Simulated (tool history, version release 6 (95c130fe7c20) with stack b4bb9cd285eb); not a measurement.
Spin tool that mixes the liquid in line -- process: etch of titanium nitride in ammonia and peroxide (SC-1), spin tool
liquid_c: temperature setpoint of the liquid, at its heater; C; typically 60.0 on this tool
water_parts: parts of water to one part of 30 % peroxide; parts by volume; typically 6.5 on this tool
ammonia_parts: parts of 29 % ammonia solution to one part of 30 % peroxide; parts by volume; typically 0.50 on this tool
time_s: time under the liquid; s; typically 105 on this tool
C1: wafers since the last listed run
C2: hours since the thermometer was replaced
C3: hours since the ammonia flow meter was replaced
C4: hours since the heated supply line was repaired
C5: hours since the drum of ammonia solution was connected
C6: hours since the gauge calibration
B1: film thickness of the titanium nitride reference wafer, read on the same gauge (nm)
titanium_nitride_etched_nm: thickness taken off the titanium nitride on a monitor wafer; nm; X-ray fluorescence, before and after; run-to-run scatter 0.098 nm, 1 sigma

run 1 hour=0.0 | liquid_c=60.0 water_parts=6.5 ammonia_parts=0.50 time_s=105 | C1=0 C2=521.9 C3=747.2 C4=3541.8 C5=191.0 C6=249.9 | B1=110.02 | titanium_nitride_etched_nm=14.81
run 2 hour=69.0 | liquid_c=60.0 water_parts=6.5 ammonia_parts=0.50 time_s=105 | C1=945 C2=590.9 C3=816.2 C4=3610.8 C5=260.0 C6=318.9 | B1=110.00 | titanium_nitride_etched_nm=14.55
-- hour=107.0 new drum of ammonia solution connected
run 3 hour=113.1 | liquid_c=60.0 water_parts=6.5 ammonia_parts=0.50 time_s=105 | C1=590 C2=635.0 C3=860.3 C4=3654.9 C5=6.1 C6=363.0 | B1=109.98 | titanium_nitride_etched_nm=15.04
run 4 hour=146.6 | liquid_c=60.0 water_parts=6.5 ammonia_parts=0.45 time_s=105 | C1=458 C2=668.5 C3=893.8 C4=3688.4 C5=39.6 C6=396.5 | B1=109.96 | titanium_nitride_etched_nm=14.69
run 5 hour=209.6 | liquid_c=60.0 water_parts=6.5 ammonia_parts=0.45 time_s=105 | C1=863 C2=731.5 C3=956.8 C4=3751.4 C5=102.6 C6=459.5 | B1=109.99 | titanium_nitride_etched_nm=14.54
run 6 hour=247.6 | liquid_c=60.0 water_parts=6.5 ammonia_parts=0.45 time_s=105 | C1=520 C2=769.5 C3=994.8 C4=3789.4 C5=140.6 C6=497.5 | B1=110.01 | titanium_nitride_etched_nm=14.48
run 7 hour=290.2 | liquid_c=60.0 water_parts=6.5 ammonia_parts=0.50 time_s=105 | C1=583 C2=812.1 C3=1037.4 C4=3832.0 C5=183.2 C6=540.1 | B1=109.98 | titanium_nitride_etched_nm=14.73
-- hour=348.8 new drum of ammonia solution connected
run 8 hour=349.3 | liquid_c=60.0 water_parts=6.5 ammonia_parts=0.50 time_s=105 | C1=795 C2=871.2 C3=1096.5 C4=3891.1 C5=0.5 C6=599.2 | B1=110.02 | titanium_nitride_etched_nm=15.03
-- hour=359.4 heated supply line repaired
run 9 hour=372.5 | liquid_c=60.0 water_parts=8.0 ammonia_parts=0.45 time_s=165 | C1=304 C2=894.4 C3=1119.7 C4=13.1 C5=23.7 C6=622.4 | B1=110.02 | titanium_nitride_etched_nm=20.56
-- hour=420.4 thermometer replaced
run 10 hour=421.6 | liquid_c=60.0 water_parts=6.5 ammonia_parts=0.50 time_s=105 | C1=658 C2=1.2 C3=1168.8 C4=62.2 C5=72.8 C6=671.5 | B1=110.05 | titanium_nitride_etched_nm=14.94
run 11 hour=491.2 | liquid_c=60.0 water_parts=6.5 ammonia_parts=0.60 time_s=105 | C1=953 C2=70.8 C3=1238.4 C4=131.8 C5=142.4 C6=741.1 | B1=109.94 | titanium_nitride_etched_nm=15.30
run 12 hour=527.7 | liquid_c=60.0 water_parts=5.5 ammonia_parts=0.50 time_s=65 | C1=500 C2=107.3 C3=1274.9 C4=168.3 C5=178.9 C6=777.6 | B1=110.03 | titanium_nitride_etched_nm=9.90
-- hour=553.7 gauge calibrated
-- hour=554.6 ammonia flow meter replaced
run 13 hour=587.8 | liquid_c=70.0 water_parts=8.0 ammonia_parts=0.65 time_s=155 | C1=809 C2=167.4 C3=33.2 C4=228.4 C5=239.0 C6=34.1 | B1=110.01 | titanium_nitride_etched_nm=38.96
-- hour=610.8 new drum of ammonia solution connected
run 14 hour=707.4 | liquid_c=63.0 water_parts=6.5 ammonia_parts=0.30 time_s=140 | C1=1624 C2=287.0 C3=152.8 C4=348.0 C5=96.6 C6=153.7 | B1=110.00 | titanium_nitride_etched_nm=22.23
run 15 hour=774.7 | liquid_c=60.0 water_parts=8.5 ammonia_parts=0.35 time_s=130 | C1=922 C2=354.3 C3=220.1 C4=415.3 C5=163.9 C6=221.0 | B1=109.98 | titanium_nitride_etched_nm=15.12
run 16 hour=817.6 | liquid_c=60.0 water_parts=6.5 ammonia_parts=0.65 time_s=105 | C1=587 C2=397.2 C3=263.0 C4=458.2 C5=206.8 C6=263.9 | B1=109.97 | titanium_nitride_etched_nm=15.52
run 17 hour=847.6 | liquid_c=50.0 water_parts=5.0 ammonia_parts=0.30 time_s=40 | C1=411 C2=427.2 C3=293.0 C4=488.2 C5=236.8 C6=293.9 | B1=110.02 | titanium_nitride_etched_nm=2.96

Consider 3 possible next runs. They are alternatives, not a sequence: every one starts from the tool as it was left by run 17. What does each give?
run A hour=848.0 | liquid_c=60.0 water_parts=6.5 ammonia_parts=0.50 time_s=105 | C1=5 C2=427.6 C3=293.4 C4=488.6 C5=237.2 C6=294.3 | B1=? | titanium_nitride_etched_nm=?
run B hour=848.0 | liquid_c=50.5 water_parts=7.5 ammonia_parts=0.60 time_s=90 | C1=5 C2=427.6 C3=293.4 C4=488.6 C5=237.2 C6=294.3 | B1=? | titanium_nitride_etched_nm=?
run C hour=848.0 | liquid_c=60.0 water_parts=6.5 ammonia_parts=0.50 time_s=45 | C1=5 C2=427.6 C3=293.4 C4=488.6 C5=237.2 C6=294.3 | B1=? | titanium_nitride_etched_nm=?

run=A B1=110.03 titanium_nitride_etched_nm=14.73
run=B B1=110.03 titanium_nitride_etched_nm=6.38
run=C B1=110.03 titanium_nitride_etched_nm=6.31
With the hidden condition removed and each run's random variation left untouched, the same runs would have given:
run=A titanium_nitride_etched_nm=15.03
run=B titanium_nitride_etched_nm=6.51
run=C titanium_nitride_etched_nm=6.44
